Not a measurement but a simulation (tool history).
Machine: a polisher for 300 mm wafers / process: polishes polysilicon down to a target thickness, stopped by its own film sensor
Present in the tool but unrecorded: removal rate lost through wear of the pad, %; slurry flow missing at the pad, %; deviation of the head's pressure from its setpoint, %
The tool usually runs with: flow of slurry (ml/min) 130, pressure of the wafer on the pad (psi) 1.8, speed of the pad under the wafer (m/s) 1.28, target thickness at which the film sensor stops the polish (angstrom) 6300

run	hour	flow of slurry (ml/min)	pressure of the wafer on the pad (psi)	speed of the pad under the wafer (m/s)	target thickness at which the film sensor stops the polish (angstrom)	wafers since the last listed run	wafers polished on this pad	hours since the slurry nozzle was cleaned	hours since the head pressure was calibrated	incoming thickness of the incoming film, nm	time until the film sensor stopped the polish (s)
1	0	130	2.2	1.28	7390	0	164	789.8	395.1	1050.9	46
2	48.6	130	2.2	1.28	7390	379	543	838.4	443.7	1046.2	45.9
# hour 97.7: slurry nozzle cleaned
3	103.5	130	1.5	1.28	6300	420	964	5.8	498.6	1058.1	86.4
4	131.2	130	1.8	1.28	6300	216	1180	33.5	526.3	1067	77.2
# hour 251.6: worn pad replaced by a new one
5	276.7	130	1.8	1.28	6300	1104	196	179	671.8	1079.1	78.9
6	337.1	130	1.8	1.28	6300	471	667	239.4	732.2	1068.9	76.3
7	403.8	130	1.8	1.28	6300	520	1188	306.1	798.9	1058.2	74
8	440.4	130	1.8	1.28	6300	285	1474	342.7	835.5	1054.4	75
# hour 484.1: worn pad replaced by a new one
9	541.8	130	1.8	1.28	6300	760	450	444.1	936.9	1050.1	74.5
10	569.9	130	1.8	1.28	6300	219	670	472.2	965	1056.4	74.1
11	612.9	130	1.8	1.28	6300	335	1005	515.2	1008	1048.9	73.8
12	639.9	130	1.5	1.62	6300	210	1216	542.2	1035	1071.1	73.2
# hour 767.2: worn pad replaced by a new one
# hour 811.9: slurry nozzle cleaned
13	834.5	130	1.5	1.7	6300	1480	517	22.6	1229.6	1058.6	67.8
# hour 851: head pressure recalibrated
14	883.5	140	1.8	1.64	6300	366	884	71.6	32.5	1054.3	59.4
15	918.2	130	1.8	1.28	6300	270	1155	106.3	67.2	1058.8	74.9
16	956.7	130	1.8	1.28	6300	300	1455	144.8	105.7	1080.4	79.1
17	1014	170	2	1.12	6300	447	1903	202.1	163	1057.9	72.2
# hour 1061.1: worn pad replaced by a new one
18	1081.2	145	1.8	1.48	6300	493	156	269.3	230.2	1052.8	64.7
19	1123.5	130	1.8	1.28	6300	330	487	311.6	272.5	1058.5	75.6
20	1164.3	120	1.8	1.58	6920	318	805	352.4	313.3	1064	55.5
21	1203.6	170	1.8	1.28	5870	306	1112	391.7	352.6	1061.8	79.6
22	1246.5	105	1.6	1.64	7580	334	1447	434.6	395.5	1082	53.2
23	1279.4	150	2.1	1.44	5230	256	1704	467.5	428.4	1049.5	71.5

Describe how what the log doesn't record of the tool's condition differs between the last listed run preceding each entry between runs and the first listed run following it.
Logged between run 2 and run 3: slurry nozzle cleaned (hour 97.7)
  the hidden state is the same at both runs
Logged between run 4 and run 5: worn pad replaced by a new one (hour 251.6)
  the hidden state is the same at both runs
Logged between run 8 and run 9: worn pad replaced by a new one (hour 484.1)
  the hidden state is the same at both runs
Logged between run 12 and run 13: worn pad replaced by a new one (hour 767.2); slurry nozzle cleaned (hour 811.9)
  the hidden state is the same at both runs
Logged between run 13 and run 14: head pressure recalibrated (hour 851)
  the hidden state is the same at both runs
Logged between run 17 and run 18: worn pad replaced by a new one (hour 1061.1)
  the hidden state is the same at both runs
